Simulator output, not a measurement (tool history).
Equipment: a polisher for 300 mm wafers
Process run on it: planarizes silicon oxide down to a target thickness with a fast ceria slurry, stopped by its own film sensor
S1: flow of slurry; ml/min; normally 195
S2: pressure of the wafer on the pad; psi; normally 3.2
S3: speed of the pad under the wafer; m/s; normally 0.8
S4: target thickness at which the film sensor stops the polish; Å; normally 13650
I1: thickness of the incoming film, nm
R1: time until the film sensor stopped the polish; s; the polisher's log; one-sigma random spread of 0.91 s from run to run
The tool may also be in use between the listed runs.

| run | hour | S1 | S2 | S3 | S4 | I1 | R1 |
|---|---|---|---|---|---|---|---|
| 1 | 0 | 195 | 2.3 | 0.8 | 13650 | 2538.6 | 116.4 |
| 2 | 12.2 | 195 | 2.3 | 0.8 | 13650 | 2544.4 | 119.2 |
| 3 | 21 | 195 | 3.2 | 0.8 | 10910 | 2529.7 | 106.2 |
|  | 25.1 | worn pad replaced by a new one |
| 4 | 32.4 | 195 | 3.2 | 0.8 | 10910 | 2471.7 | 90.5 |
| 5 | 43 | 195 | 3.2 | 0.8 | 10910 | 2489.5 | 94.7 |
| 6 | 53.6 | 195 | 3.2 | 0.98 | 13650 | 2486 | 62.5 |
| 7 | 66.3 | 195 | 3.2 | 0.98 | 13650 | 2486.7 | 60.4 |
| 8 | 79 | 215 | 3.2 | 0.8 | 13650 | 2496.2 | 74.7 |
| 9 | 88.7 | 210 | 3.2 | 0.98 | 13650 | 2454.8 | 58.2 |
| 10 | 100.6 | 210 | 3.2 | 0.98 | 13650 | 2465.2 | 59.9 |
| 11 | 113.8 | 250 | 3.7 | 0.8 | 12150 | 2484 | 74.2 |
| 12 | 122.2 | 195 | 3.2 | 0.8 | 13650 | 2499.4 | 77.6 |
| 13 | 139.3 | 150 | 3.6 | 0.8 | 11830 | 2505.3 | 85.2 |
| 14 | 146.4 | 195 | 3.5 | 0.8 | 10910 | 2504.8 | 91.9 |
| 15 | 156.2 | 195 | 3.7 | 0.8 | 16770 | 2516.4 | 51.8 |
|  | 162.8 | worn pad replaced by a new one |
| 16 | 167 | 195 | 2.8 | 0.8 | 13650 | 2482.4 | 81.5 |

Run 17 has not been measured yet. What should we expect?
|  | 177.5 | slurry nozzle cleaned |
|  | 195.2 | head pressure recalibrated |
| 17 | 220.7 | 175 | 2.7 | 0.8 | 13650 | 2530.7 | ? |

Run 17 gave R1 101.8 s.
Without the tool's hidden state the same run would have given R1 92.2 s.
